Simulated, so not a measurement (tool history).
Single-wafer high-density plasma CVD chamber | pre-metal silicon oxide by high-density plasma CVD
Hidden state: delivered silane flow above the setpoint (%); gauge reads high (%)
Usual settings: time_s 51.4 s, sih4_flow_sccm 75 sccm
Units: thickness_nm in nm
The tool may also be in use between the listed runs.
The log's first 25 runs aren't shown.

run,hour,time_s,sih4_flow_sccm,wafers since the last listed run,hours since the silane flow controller was replaced,hours since the gauge calibration,"read-back reference wafer on the same gauge, thickness_nm",thickness_nm
26,615.2,44,62,465,2917.8,1258.8,327.986,243.101
27,630.4,43.6,66,216,2933,1274,327.83,258.674
28,659.5,59.5,75,413,2962.1,1303.1,327.777,397.378
29,680.1,46.1,69,292,2982.7,1323.7,328.146,283.111
30,701.3,54.5,85,301,3003.9,1344.9,327.845,411.634
31,730.6,60.2,75,416,3033.2,1374.2,328.421,397.228
# hour 731.9: gauge calibrated
32,743.7,59,67,186,3046.3,11.8,327.871,349.257
33,777.2,51.4,75,476,3079.8,45.3,328.249,342.33
34,797.1,56.7,86,283,3099.7,65.2,328.042,436.669
35,828,58.3,75,439,3130.6,96.1,328.3,387.904
36,840.4,51.4,65,176,3143,108.5,327.813,293.204
# hour 852.1: silane flow controller replaced
37,865.2,57.5,67,238,13.1,133.3,327.946,363.658
38,886.7,57.8,69,305,34.6,154.8,328.065,376.494
39,916.3,51.4,75,420,64.2,184.4,327.576,367.131
40,970.5,54.9,86,770,118.4,238.6,327.831,445.801
41,992.4,43.4,62,311,140.3,260.5,328.223,254.86
42,1027.5,51.4,75,499,175.4,295.6,328.315,363.772
43,1056.5,43.4,83,412,204.4,324.6,328.346,339.916
44,1097.2,57.2,62,578,245.1,365.3,327.935,334.801
45,1119.8,51.4,75,321,267.7,387.9,327.764,360.782

Forecast each of these 3 alternatives for the next run:
A,1120.2,56.2,75,5,268.1,388.3,?,?
B,1120.2,60.9,69,5,268.1,388.3,?,?
C,1120.2,61.4,88,5,268.1,388.3,?,?

run,"read-back reference wafer on the same gauge, thickness_nm",thickness_nm
A,327.729,397.125
B,327.729,395.91
C,327.729,509.074
Without the tool's hidden state the same runs would have given:
run,thickness_nm
A,400.826
B,399.599
C,513.817

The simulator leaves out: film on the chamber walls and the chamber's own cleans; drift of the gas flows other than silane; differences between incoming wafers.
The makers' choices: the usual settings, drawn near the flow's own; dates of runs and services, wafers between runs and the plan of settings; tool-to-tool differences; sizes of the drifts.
